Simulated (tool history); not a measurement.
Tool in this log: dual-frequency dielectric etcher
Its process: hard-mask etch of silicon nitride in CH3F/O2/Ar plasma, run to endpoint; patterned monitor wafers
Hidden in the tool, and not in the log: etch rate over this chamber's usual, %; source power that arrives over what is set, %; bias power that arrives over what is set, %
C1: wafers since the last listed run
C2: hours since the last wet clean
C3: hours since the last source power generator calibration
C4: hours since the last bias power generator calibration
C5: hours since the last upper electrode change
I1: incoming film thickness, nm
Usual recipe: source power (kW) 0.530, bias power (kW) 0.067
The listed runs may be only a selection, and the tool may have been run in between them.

{"run": 1, "hour": 0.0, "source power (kW)": 0.53, "bias power (kW)": 0.067, "C1": 0, "C2": 11.2, "C3": 1652.5, "C4": 47.1, "C5": 2269.0, "I1": 40.39, "endpoint time (s)": 58.3}
{"run": 2, "hour": 63.2, "source power (kW)": 0.53, "bias power (kW)": 0.067, "C1": 865, "C2": 74.4, "C3": 1715.7, "C4": 110.3, "C5": 2332.2, "I1": 40.42, "endpoint time (s)": 58.3}
{"run": 3, "hour": 107.3, "source power (kW)": 0.53, "bias power (kW)": 0.067, "C1": 603, "C2": 118.5, "C3": 1759.8, "C4": 154.4, "C5": 2376.3, "I1": 39.81, "endpoint time (s)": 57.8}
{"run": 4, "hour": 172.4, "source power (kW)": 0.53, "bias power (kW)": 0.067, "C1": 891, "C2": 183.6, "C3": 1824.9, "C4": 219.5, "C5": 2441.4, "I1": 39.98, "endpoint time (s)": 57.2}
{"run": 5, "hour": 206.8, "source power (kW)": 0.53, "bias power (kW)": 0.067, "C1": 471, "C2": 218.0, "C3": 1859.3, "C4": 253.9, "C5": 2475.8, "I1": 39.58, "endpoint time (s)": 57.6}
{"run": 6, "hour": 241.0, "source power (kW)": 0.53, "bias power (kW)": 0.067, "C1": 468, "C2": 252.2, "C3": 1893.5, "C4": 288.1, "C5": 2510.0, "I1": 40.18, "endpoint time (s)": 57.7}
{"run": 7, "hour": 271.2, "source power (kW)": 0.61, "bias power (kW)": 0.057, "C1": 413, "C2": 282.4, "C3": 1923.7, "C4": 318.3, "C5": 2540.2, "I1": 40.19, "endpoint time (s)": 59.2}
{"run": 8, "hour": 300.9, "source power (kW)": 0.61, "bias power (kW)": 0.057, "C1": 406, "C2": 312.1, "C3": 1953.4, "C4": 348.0, "C5": 2569.9, "I1": 40.47, "endpoint time (s)": 60.3}
{"run": 9, "hour": 355.8, "source power (kW)": 0.53, "bias power (kW)": 0.067, "C1": 751, "C2": 367.0, "C3": 2008.3, "C4": 402.9, "C5": 2624.8, "I1": 40.03, "endpoint time (s)": 58.9}
{"run": 10, "hour": 390.7, "source power (kW)": 0.53, "bias power (kW)": 0.067, "C1": 477, "C2": 401.9, "C3": 2043.2, "C4": 437.8, "C5": 2659.7, "I1": 40.01, "endpoint time (s)": 59.3}
{"hour": 433.9, "done": "wet clean of the chamber, repeated, since the last time left the tool worse"}
{"hour": 443.8, "done": "source power generator calibrated"}
{"run": 11, "hour": 461.6, "source power (kW)": 0.57, "bias power (kW)": 0.06, "C1": 587, "C2": 27.7, "C3": 17.8, "C4": 508.7, "C5": 2730.6, "I1": 39.66, "endpoint time (s)": 55.0}
{"run": 12, "hour": 532.0, "source power (kW)": 0.53, "bias power (kW)": 0.067, "C1": 964, "C2": 98.1, "C3": 88.2, "C4": 579.1, "C5": 2801.0, "I1": 40.0, "endpoint time (s)": 55.1}
{"run": 13, "hour": 572.4, "source power (kW)": 0.53, "bias power (kW)": 0.067, "C1": 553, "C2": 138.5, "C3": 128.6, "C4": 619.5, "C5": 2841.4, "I1": 40.2, "endpoint time (s)": 55.5}
{"run": 14, "hour": 636.4, "source power (kW)": 0.53, "bias power (kW)": 0.067, "C1": 876, "C2": 202.5, "C3": 192.6, "C4": 683.5, "C5": 2905.4, "I1": 40.61, "endpoint time (s)": 56.2}
{"run": 15, "hour": 702.2, "source power (kW)": 0.61, "bias power (kW)": 0.077, "C1": 901, "C2": 268.3, "C3": 258.4, "C4": 749.3, "C5": 2971.2, "I1": 40.07, "endpoint time (s)": 50.9}
{"run": 16, "hour": 766.2, "source power (kW)": 0.64, "bias power (kW)": 0.073, "C1": 876, "C2": 332.3, "C3": 322.4, "C4": 813.3, "C5": 3035.2, "I1": 39.81, "endpoint time (s)": 51.0}
{"hour": 817.8, "done": "upper electrode replaced"}
{"run": 17, "hour": 818.3, "source power (kW)": 0.66, "bias power (kW)": 0.073, "C1": 384, "C2": 384.4, "C3": 374.5, "C4": 865.4, "C5": 0.5, "I1": 39.9, "endpoint time (s)": 50.5}
{"run": 18, "hour": 867.1, "source power (kW)": 0.53, "bias power (kW)": 0.056, "C1": 668, "C2": 433.2, "C3": 423.3, "C4": 914.2, "C5": 49.3, "I1": 39.81, "endpoint time (s)": 58.8}
{"run": 19, "hour": 936.2, "source power (kW)": 0.53, "bias power (kW)": 0.067, "C1": 946, "C2": 502.3, "C3": 492.4, "C4": 983.3, "C5": 118.4, "I1": 39.86, "endpoint time (s)": 55.6}
{"hour": 981.5, "done": "wet clean of the chamber"}
{"run": 20, "hour": 993.9, "source power (kW)": 0.6, "bias power (kW)": 0.053, "C1": 461, "C2": 12.4, "C3": 550.1, "C4": 1041.0, "C5": 176.1, "I1": 39.8, "endpoint time (s)": 56.5}
{"run": 21, "hour": 1055.6, "source power (kW)": 0.64, "bias power (kW)": 0.067, "C1": 844, "C2": 74.1, "C3": 611.8, "C4": 1102.7, "C5": 237.8, "I1": 39.78, "endpoint time (s)": 51.5}
{"run": 22, "hour": 1096.5, "source power (kW)": 0.42, "bias power (kW)": 0.059, "C1": 560, "C2": 115.0, "C3": 652.7, "C4": 1143.6, "C5": 278.7, "I1": 40.16, "endpoint time (s)": 61.1}
{"run": 23, "hour": 1182.4, "source power (kW)": 0.53, "bias power (kW)": 0.067, "C1": 1176, "C2": 200.9, "C3": 738.6, "C4": 1229.5, "C5": 364.6, "I1": 40.25, "endpoint time (s)": 55.5}
{"run": 24, "hour": 1218.4, "source power (kW)": 0.64, "bias power (kW)": 0.062, "C1": 492, "C2": 236.9, "C3": 774.6, "C4": 1265.5, "C5": 400.6, "I1": 40.27, "endpoint time (s)": 54.5}
{"run": 25, "hour": 1261.8, "source power (kW)": 0.53, "bias power (kW)": 0.081, "C1": 594, "C2": 280.3, "C3": 818.0, "C4": 1308.9, "C5": 444.0, "I1": 40.26, "endpoint time (s)": 52.5}
{"run": 26, "hour": 1301.5, "source power (kW)": 0.53, "bias power (kW)": 0.067, "C1": 543, "C2": 320.0, "C3": 857.7, "C4": 1348.6, "C5": 483.7, "I1": 39.6, "endpoint time (s)": 55.4}
{"run": 27, "hour": 1373.2, "source power (kW)": 0.63, "bias power (kW)": 0.067, "C1": 981, "C2": 391.7, "C3": 929.4, "C4": 1420.3, "C5": 555.4, "I1": 40.43, "endpoint time (s)": 53.8}
{"run": 28, "hour": 1413.6, "source power (kW)": 0.53, "bias power (kW)": 0.067, "C1": 553, "C2": 432.1, "C3": 969.8, "C4": 1460.7, "C5": 595.8, "I1": 40.36, "endpoint time (s)": 56.4}
{"run": 29, "hour": 1457.1, "source power (kW)": 0.53, "bias power (kW)": 0.075, "C1": 595, "C2": 475.6, "C3": 1013.3, "C4": 1504.2, "C5": 639.3, "I1": 39.77, "endpoint time (s)": 53.3}
{"run": 30, "hour": 1512.0, "source power (kW)": 0.53, "bias power (kW)": 0.067, "C1": 751, "C2": 530.5, "C3": 1068.2, "C4": 1559.1, "C5": 694.2, "I1": 40.05, "endpoint time (s)": 55.8}
{"hour": 1574.5, "done": "wet clean of the chamber"}
{"run": 31, "hour": 1575.0, "source power (kW)": 0.59, "bias power (kW)": 0.056, "C1": 534, "C2": 0.5, "C3": 1131.2, "C4": 1622.1, "C5": 757.2, "I1": 39.62, "endpoint time (s)": 55.2}
{"run": 32, "hour": 1599.9, "source power (kW)": 0.53, "bias power (kW)": 0.067, "C1": 340, "C2": 25.4, "C3": 1156.1, "C4": 1647.0, "C5": 782.1, "I1": 40.25, "endpoint time (s)": 54.7}
{"run": 33, "hour": 1670.1, "source power (kW)": 0.63, "bias power (kW)": 0.082, "C1": 961, "C2": 95.6, "C3": 1226.3, "C4": 1717.2, "C5": 852.3, "I1": 40.3, "endpoint time (s)": 49.3}
{"run": 34, "hour": 1700.6, "source power (kW)": 0.53, "bias power (kW)": 0.059, "C1": 417, "C2": 126.1, "C3": 1256.8, "C4": 1747.7, "C5": 882.8, "I1": 39.76, "endpoint time (s)": 57.3}

Branching from run 34: 5 alternative next runs. What would each branch give?
{"run": "A", "hour": 1701.0, "source power (kW)": 0.53, "bias power (kW)": 0.079, "C1": 5, "C2": 126.5, "C3": 1257.2, "C4": 1748.1, "C5": 883.2, "I1": 40.47, "endpoint time (s)": "?"}
{"run": "B", "hour": 1701.0, "source power (kW)": 0.53, "bias power (kW)": 0.078, "C1": 5, "C2": 126.5, "C3": 1257.2, "C4": 1748.1, "C5": 883.2, "I1": 40.47, "endpoint time (s)": "?"}
{"run": "C", "hour": 1701.0, "source power (kW)": 0.47, "bias power (kW)": 0.055, "C1": 5, "C2": 126.5, "C3": 1257.2, "C4": 1748.1, "C5": 883.2, "I1": 40.47, "endpoint time (s)": "?"}
{"run": "D", "hour": 1701.0, "source power (kW)": 0.46, "bias power (kW)": 0.067, "C1": 5, "C2": 126.5, "C3": 1257.2, "C4": 1748.1, "C5": 883.2, "I1": 40.47, "endpoint time (s)": "?"}
{"run": "E", "hour": 1701.0, "source power (kW)": 0.58, "bias power (kW)": 0.067, "C1": 5, "C2": 126.5, "C3": 1257.2, "C4": 1748.1, "C5": 883.2, "I1": 40.47, "endpoint time (s)": "?"}

run=A endpoint_time_(s)=52.0
run=B endpoint_time_(s)=52.2
run=C endpoint_time_(s)=60.3
run=D endpoint_time_(s)=56.9
run=E endpoint_time_(s)=53.6
Without the tool's unlogged condition, the same runs would have read:
run=A endpoint_time_(s)=52.0
run=B endpoint_time_(s)=52.2
run=C endpoint_time_(s)=60.3
run=D endpoint_time_(s)=56.9
run=E endpoint_time_(s)=53.6
